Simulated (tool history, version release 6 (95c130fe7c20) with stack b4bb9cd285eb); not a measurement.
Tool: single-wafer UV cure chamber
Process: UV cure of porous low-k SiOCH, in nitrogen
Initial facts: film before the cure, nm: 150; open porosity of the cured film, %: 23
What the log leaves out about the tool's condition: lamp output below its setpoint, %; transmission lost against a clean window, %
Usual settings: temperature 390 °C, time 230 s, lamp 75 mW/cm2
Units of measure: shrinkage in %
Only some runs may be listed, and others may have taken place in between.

| run | hour | temperature | time | lamp | wafers since the last listed run | hours since the UV bulbs were replaced | wafers since the quartz window was cleaned | shrinkage |
|---|---|---|---|---|---|---|---|---|
| 1 | 0.0 | 390 | 230 | 75 | 0 | 1390.2 | 762 | 10.801 |
| 2 | 89.3 | 390 | 230 | 75 | 275 | 1479.5 | 1037 | 10.764 |
| 3 | 188.5 | 390 | 230 | 75 | 305 | 1578.7 | 1342 | 10.671 |
| 4 | 385.1 | 390 | 230 | 62 | 605 | 1775.3 | 1948 | 9.384 |
| 5 | 480.7 | 390 | 230 | 62 | 294 | 1870.9 | 2242 | 9.133 |
| 6 | 520.2 | 390 | 230 | 75 | 121 | 1910.4 | 2364 | 10.015 |
| 7 | 564.9 | 390 | 230 | 75 | 137 | 1955.1 | 2502 | 9.780 |
| 8 | 605.3 | 404 | 230 | 75 | 124 | 1995.5 | 2626 | 10.102 |
|  | 646.6 | quartz window cleaned |
| 9 | 672.4 | 404 | 230 | 75 | 182 | 2062.6 | 79 | 10.698 |
| 10 | 765.0 | 390 | 265 | 75 | 285 | 2155.2 | 364 | 10.969 |
| 11 | 838.3 | 390 | 230 | 75 | 225 | 2228.5 | 590 | 9.987 |
| 12 | 888.9 | 390 | 230 | 75 | 155 | 2279.1 | 746 | 10.103 |
| 13 | 988.3 | 390 | 230 | 75 | 306 | 2378.5 | 1052 | 9.819 |
| 14 | 1071.5 | 390 | 230 | 75 | 256 | 2461.7 | 1308 | 9.443 |
| 15 | 1169.0 | 375 | 175 | 75 | 300 | 2559.2 | 1609 | 7.772 |
| 16 | 1220.1 | 397 | 145 | 75 | 157 | 2610.3 | 1766 | 7.054 |
|  | 1229.3 | UV bulbs replaced |
| 17 | 1306.8 | 381 | 130 | 75 | 242 | 77.5 | 2008 | 8.428 |
| 18 | 1355.4 | 390 | 230 | 75 | 149 | 126.1 | 2158 | 11.366 |
| 19 | 1449.4 | 373 | 230 | 65 | 289 | 220.1 | 2448 | 10.235 |
| 20 | 1511.7 | 390 | 230 | 75 | 191 | 282.4 | 2640 | 10.838 |
| 21 | 1558.4 | 373 | 160 | 40 | 143 | 329.1 | 2783 | 6.317 |
|  | 1597.8 | quartz window cleaned |
| 22 | 1598.3 | 372 | 355 | 109 | 98 | 369.0 | 1 | 15.672 |
| 23 | 1669.6 | 390 | 230 | 75 | 219 | 440.3 | 221 | 11.805 |
| 24 | 1746.5 | 378 | 230 | 48 | 236 | 517.2 | 458 | 9.610 |
| 25 | 1812.0 | 390 | 230 | 75 | 201 | 582.7 | 659 | 11.857 |
| 26 | 1860.2 | 397 | 340 | 91 | 148 | 630.9 | 808 | 14.609 |

Each row is a separate what-if for the run after 26, all from the same tool condition, not one after another. Results?
| A | 1860.7 | 390 | 230 | 40 | 1 | 631.4 | 809 | ? |
| B | 1860.7 | 396 | 230 | 75 | 1 | 631.4 | 809 | ? |
| C | 1860.7 | 390 | 275 | 46 | 1 | 631.4 | 809 | ? |
| D | 1860.7 | 390 | 170 | 75 | 1 | 631.4 | 809 | ? |
| E | 1860.7 | 390 | 230 | 88 | 1 | 631.4 | 809 | ? |

| run | shrinkage |
|---|---|
| A | 8.877 |
| B | 11.933 |
| C | 10.345 |
| D | 10.382 |
| E | 12.599 |
With no hidden state in the tool, these same runs would have given:
| run | shrinkage |
|---|---|
| A | 9.278 |
| B | 12.363 |
| C | 10.759 |
| D | 10.796 |
| E | 13.035 |
